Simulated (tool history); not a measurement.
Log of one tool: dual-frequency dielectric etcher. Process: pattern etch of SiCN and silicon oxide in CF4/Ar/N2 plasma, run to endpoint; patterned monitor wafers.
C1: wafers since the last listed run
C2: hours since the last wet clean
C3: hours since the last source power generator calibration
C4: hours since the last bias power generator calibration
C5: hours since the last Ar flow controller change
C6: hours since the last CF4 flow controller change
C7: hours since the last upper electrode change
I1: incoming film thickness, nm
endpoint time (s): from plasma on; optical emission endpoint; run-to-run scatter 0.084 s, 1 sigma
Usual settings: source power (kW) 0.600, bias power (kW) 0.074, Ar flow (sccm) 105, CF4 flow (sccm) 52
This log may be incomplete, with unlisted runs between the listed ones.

run 1 hour=0.0 | source_power_(kW)=0.720 bias_power_(kW)=0.064 Ar_flow_(sccm)=93 CF4_flow_(sccm)=64 | C1=0 C2=25.6 C3=4099.0 C4=173.8 C5=58.0 C6=112.0 C7=70.4 | I1=12.62 | endpoint_time_(s)=9.7
run 2 hour=15.4 | source_power_(kW)=0.600 bias_power_(kW)=0.074 Ar_flow_(sccm)=105 CF4_flow_(sccm)=46 | C1=194 C2=41.0 C3=4114.4 C4=189.2 C5=73.4 C6=127.4 C7=85.8 | I1=12.61 | endpoint_time_(s)=12.2
run 3 hour=28.7 | source_power_(kW)=0.600 bias_power_(kW)=0.074 Ar_flow_(sccm)=105 CF4_flow_(sccm)=52 | C1=168 C2=54.3 C3=4127.7 C4=202.5 C5=86.7 C6=140.7 C7=99.1 | I1=12.54 | endpoint_time_(s)=11.8
run 4 hour=43.4 | source_power_(kW)=0.600 bias_power_(kW)=0.074 Ar_flow_(sccm)=105 CF4_flow_(sccm)=52 | C1=185 C2=69.0 C3=4142.4 C4=217.2 C5=101.4 C6=155.4 C7=113.8 | I1=12.64 | endpoint_time_(s)=11.9
run 5 hour=53.3 | source_power_(kW)=0.600 bias_power_(kW)=0.074 Ar_flow_(sccm)=105 CF4_flow_(sccm)=52 | C1=125 C2=78.9 C3=4152.3 C4=227.1 C5=111.3 C6=165.3 C7=123.7 | I1=12.55 | endpoint_time_(s)=11.7
run 6 hour=68.7 | source_power_(kW)=0.600 bias_power_(kW)=0.064 Ar_flow_(sccm)=80 CF4_flow_(sccm)=52 | C1=194 C2=94.3 C3=4167.7 C4=242.5 C5=126.7 C6=180.7 C7=139.1 | I1=12.73 | endpoint_time_(s)=12.2
run 7 hour=85.6 | source_power_(kW)=0.600 bias_power_(kW)=0.074 Ar_flow_(sccm)=105 CF4_flow_(sccm)=52 | C1=213 C2=111.2 C3=4184.6 C4=259.4 C5=143.6 C6=197.6 C7=156.0 | I1=12.70 | endpoint_time_(s)=11.9
run 8 hour=102.3 | source_power_(kW)=0.600 bias_power_(kW)=0.067 Ar_flow_(sccm)=105 CF4_flow_(sccm)=52 | C1=210 C2=127.9 C3=4201.3 C4=276.1 C5=160.3 C6=214.3 C7=172.7 | I1=12.70 | endpoint_time_(s)=12.8
run 9 hour=112.3 | source_power_(kW)=0.650 bias_power_(kW)=0.069 Ar_flow_(sccm)=125 CF4_flow_(sccm)=41 | C1=126 C2=137.9 C3=4211.3 C4=286.1 C5=170.3 C6=224.3 C7=182.7 | I1=12.62 | endpoint_time_(s)=12.2
-- hour=130.4 source power generator calibrated
run 10 hour=149.3 | source_power_(kW)=0.600 bias_power_(kW)=0.087 Ar_flow_(sccm)=105 CF4_flow_(sccm)=59 | C1=416 C2=174.9 C3=18.9 C4=323.1 C5=207.3 C6=261.3 C7=219.7 | I1=12.46 | endpoint_time_(s)=10.7
run 11 hour=160.8 | source_power_(kW)=0.650 bias_power_(kW)=0.074 Ar_flow_(sccm)=105 CF4_flow_(sccm)=61 | C1=145 C2=186.4 C3=30.4 C4=334.6 C5=218.8 C6=272.8 C7=231.2 | I1=12.68 | endpoint_time_(s)=10.7
run 12 hour=172.5 | source_power_(kW)=0.600 bias_power_(kW)=0.074 Ar_flow_(sccm)=105 CF4_flow_(sccm)=52 | C1=147 C2=198.1 C3=42.1 C4=346.3 C5=230.5 C6=284.5 C7=242.9 | I1=12.45 | endpoint_time_(s)=11.8
run 13 hour=212.4 | source_power_(kW)=0.600 bias_power_(kW)=0.074 Ar_flow_(sccm)=105 CF4_flow_(sccm)=52 | C1=504 C2=238.0 C3=82.0 C4=386.2 C5=270.4 C6=324.4 C7=282.8 | I1=12.74 | endpoint_time_(s)=12.3
run 14 hour=225.9 | source_power_(kW)=0.600 bias_power_(kW)=0.074 Ar_flow_(sccm)=126 CF4_flow_(sccm)=52 | C1=170 C2=251.5 C3=95.5 C4=399.7 C5=283.9 C6=337.9 C7=296.3 | I1=12.61 | endpoint_time_(s)=12.5
run 15 hour=243.7 | source_power_(kW)=0.640 bias_power_(kW)=0.059 Ar_flow_(sccm)=105 CF4_flow_(sccm)=52 | C1=224 C2=269.3 C3=113.3 C4=417.5 C5=301.7 C6=355.7 C7=314.1 | I1=12.60 | endpoint_time_(s)=12.8
run 16 hour=256.5 | source_power_(kW)=0.600 bias_power_(kW)=0.074 Ar_flow_(sccm)=105 CF4_flow_(sccm)=58 | C1=161 C2=282.1 C3=126.1 C4=430.3 C5=314.5 C6=368.5 C7=326.9 | I1=12.80 | endpoint_time_(s)=12.0
run 17 hour=269.9 | source_power_(kW)=0.600 bias_power_(kW)=0.074 Ar_flow_(sccm)=105 CF4_flow_(sccm)=52 | C1=169 C2=295.5 C3=139.5 C4=443.7 C5=327.9 C6=381.9 C7=340.3 | I1=12.66 | endpoint_time_(s)=12.3
run 18 hour=279.8 | source_power_(kW)=0.520 bias_power_(kW)=0.069 Ar_flow_(sccm)=105 CF4_flow_(sccm)=52 | C1=125 C2=305.4 C3=149.4 C4=453.6 C5=337.8 C6=391.8 C7=350.2 | I1=12.51 | endpoint_time_(s)=15.0
run 19 hour=289.9 | source_power_(kW)=0.450 bias_power_(kW)=0.065 Ar_flow_(sccm)=129 CF4_flow_(sccm)=45 | C1=127 C2=315.5 C3=159.5 C4=463.7 C5=347.9 C6=401.9 C7=360.3 | I1=12.61 | endpoint_time_(s)=20.6
run 20 hour=297.4 | source_power_(kW)=0.600 bias_power_(kW)=0.074 Ar_flow_(sccm)=105 CF4_flow_(sccm)=52 | C1=94 C2=323.0 C3=167.0 C4=471.2 C5=355.4 C6=409.4 C7=367.8 | I1=12.55 | endpoint_time_(s)=12.3
run 21 hour=307.8 | source_power_(kW)=0.600 bias_power_(kW)=0.074 Ar_flow_(sccm)=105 CF4_flow_(sccm)=52 | C1=131 C2=333.4 C3=177.4 C4=481.6 C5=365.8 C6=419.8 C7=378.2 | I1=12.61 | endpoint_time_(s)=12.4
run 22 hour=315.2 | source_power_(kW)=0.600 bias_power_(kW)=0.059 Ar_flow_(sccm)=80 CF4_flow_(sccm)=44 | C1=93 C2=340.8 C3=184.8 C4=489.0 C5=373.2 C6=427.2 C7=385.6 | I1=12.61 | endpoint_time_(s)=13.2
run 23 hour=329.5 | source_power_(kW)=0.600 bias_power_(kW)=0.074 Ar_flow_(sccm)=105 CF4_flow_(sccm)=52 | C1=180 C2=355.1 C3=199.1 C4=503.3 C5=387.5 C6=441.5 C7=399.9 | I1=12.64 | endpoint_time_(s)=12.3

What was the tool's hidden state at every run in the log?
source power that arrives over what is set, %: 0 in every run
bias power that arrives over what is set, %: 0 in every run
Ar flow that arrives over what is set, %: 0 in every run
CF4 flow that arrives over what is set, %: 0 in every run
H1: etch rate over this chamber's usual, %
run=1 H1=0.217
run=2 H1=-0.0107
run=3 H1=-0.207
run=4 H1=-0.424
run=5 H1=-0.57
run=6 H1=-0.797
run=7 H1=-1.05
run=8 H1=-1.29
run=9 H1=-1.44
run=10 H1=-1.99
run=11 H1=-2.16
run=12 H1=-2.33
run=13 H1=-2.92
run=14 H1=-3.12
run=15 H1=-3.38
run=16 H1=-3.57
run=17 H1=-3.77
run=18 H1=-3.91
run=19 H1=-4.06
run=20 H1=-4.17
run=21 H1=-4.33
run=22 H1=-4.43
run=23 H1=-4.65
